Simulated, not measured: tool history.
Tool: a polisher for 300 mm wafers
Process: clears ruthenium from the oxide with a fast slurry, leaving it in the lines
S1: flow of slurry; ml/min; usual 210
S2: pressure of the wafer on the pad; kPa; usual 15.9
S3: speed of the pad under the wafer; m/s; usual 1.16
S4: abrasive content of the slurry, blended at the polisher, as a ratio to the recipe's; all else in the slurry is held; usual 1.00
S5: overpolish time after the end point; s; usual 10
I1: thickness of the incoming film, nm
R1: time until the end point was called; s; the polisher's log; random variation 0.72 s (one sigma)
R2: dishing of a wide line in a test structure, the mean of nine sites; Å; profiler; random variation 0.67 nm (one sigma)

| run | hour | S1 | S2 | S3 | S4 | S5 | I1 | R1 | R2 |
|---|---|---|---|---|---|---|---|---|---|
| 1 | 0.0 | 210 | 13.8 | 1.16 | 1.00 | 6 | 226.6 | 69.7 | 165 |
| 2 | 79.4 | 165 | 15.9 | 1.16 | 1.00 | 11 | 231.5 | 62.8 | 321 |
| 3 | 179.3 | 210 | 15.9 | 1.16 | 1.00 | 10 | 229.7 | 59.2 | 296 |
| 4 | 258.1 | 210 | 15.9 | 1.16 | 1.00 | 10 | 230.1 | 61.4 | 293 |
| 5 | 305.6 | 210 | 15.9 | 1.16 | 1.00 | 10 | 232.7 | 61.1 | 297 |
|  | 342.7 | slurry nozzle cleaned, repeated, since the last time left the tool worse |
| 6 | 343.2 | 210 | 11.0 | 1.16 | 0.70 | 10 | 231.9 | 92.0 | 211 |
| 7 | 406.1 | 210 | 15.9 | 1.16 | 1.20 | 10 | 230.7 | 54.8 | 342 |
| 8 | 476.2 | 210 | 15.9 | 1.16 | 1.00 | 10 | 228.4 | 57.6 | 309 |
|  | 519.8 | head pressure recalibrated |
|  | 632.6 | slurry blender recalibrated |
|  | 680.5 | worn pad replaced by a new one |
| 9 | 697.2 | 210 | 15.9 | 1.40 | 0.90 | 10 | 231.2 | 50.1 | 362 |
| 10 | 767.0 | 185 | 10.3 | 0.96 | 1.10 | 10 | 226.5 | 98.4 | 188 |
| 11 | 856.1 | 210 | 20.7 | 1.16 | 0.80 | 10 | 229.5 | 50.7 | 365 |
| 12 | 948.9 | 255 | 12.4 | 1.16 | 1.00 | 10 | 228.6 | 72.6 | 262 |
| 13 | 1000.0 | 285 | 15.9 | 0.84 | 0.90 | 10 | 230.4 | 81.8 | 232 |
| 14 | 1063.7 | 210 | 15.9 | 1.16 | 1.00 | 10 | 235.4 | 59.9 | 328 |
|  | 1088.8 | slurry nozzle cleaned |
| 15 | 1102.7 | 210 | 15.9 | 1.16 | 1.00 | 10 | 228.1 | 57.9 | 309 |
| 16 | 1153.4 | 210 | 15.9 | 1.16 | 1.20 | 12 | 234.2 | 55.3 | 391 |
|  | 1303.4 | worn pad replaced by a new one |
| 17 | 1334.7 | 260 | 15.9 | 0.90 | 1.00 | 10 | 229.8 | 71.9 | 257 |
| 18 | 1411.4 | 210 | 15.9 | 1.54 | 1.00 | 14 | 232.0 | 45.3 | 530 |
|  | 1450.0 | slurry blender recalibrated |
| 19 | 1451.0 | 210 | 15.9 | 0.82 | 1.00 | 10 | 229.8 | 83.7 | 235 |
| 20 | 1507.2 | 210 | 21.4 | 0.80 | 1.00 | 10 | 230.8 | 64.2 | 289 |
| 21 | 1606.2 | 210 | 12.4 | 1.46 | 1.00 | 8 | 229.8 | 58.0 | 260 |
|  | 1653.0 | head pressure recalibrated |
| 22 | 1744.9 | 210 | 15.9 | 0.88 | 1.00 | 10 | 234.5 | 80.5 | 247 |
|  | 1832.2 | slurry nozzle cleaned |
| 23 | 1832.7 | 165 | 20.7 | 1.16 | 1.00 | 12 | 231.8 | 46.2 | 448 |
| 24 | 1938.2 | 280 | 15.9 | 0.82 | 0.75 | 6 | 232.3 | 88.9 | 128 |
| 25 | 2010.4 | 210 | 10.3 | 1.16 | 1.00 | 10 | 232.4 | 85.8 | 223 |
| 26 | 2047.7 | 210 | 15.9 | 1.16 | 1.00 | 10 | 230.8 | 59.1 | 314 |
|  | 2061.7 | worn pad replaced by a new one |
|  | 2106.8 | slurry blender recalibrated |
| 27 | 2114.9 | 210 | 15.9 | 1.16 | 1.00 | 10 | 233.4 | 59.6 | 315 |
| 28 | 2169.8 | 210 | 15.9 | 1.16 | 1.00 | 10 | 227.0 | 58.6 | 326 |

Forecast each of these 4 alternatives for the next run:
| A | 2170.3 | 210 | 15.9 | 1.16 | 1.00 | 10 | 231.5 | ? | ? |
| B | 2170.3 | 165 | 13.8 | 1.16 | 0.90 | 10 | 231.5 | ? | ? |
| C | 2170.3 | 210 | 15.9 | 1.16 | 1.10 | 13 | 231.5 | ? | ? |
| D | 2170.3 | 210 | 17.9 | 0.76 | 0.85 | 10 | 231.5 | ? | ? |

| run | R1 | R2 |
|---|---|---|
| A | 59.6 | 305 |
| B | 71.6 | 257 |
| C | 57.7 | 399 |
| D | 86.1 | 216 |
Without the tool's hidden state the same runs would have given:
| run | R1 | R2 |
|---|---|---|
| A | 59.2 | 307 |
| B | 71.0 | 259 |
| C | 57.3 | 401 |
| D | 85.5 | 217 |
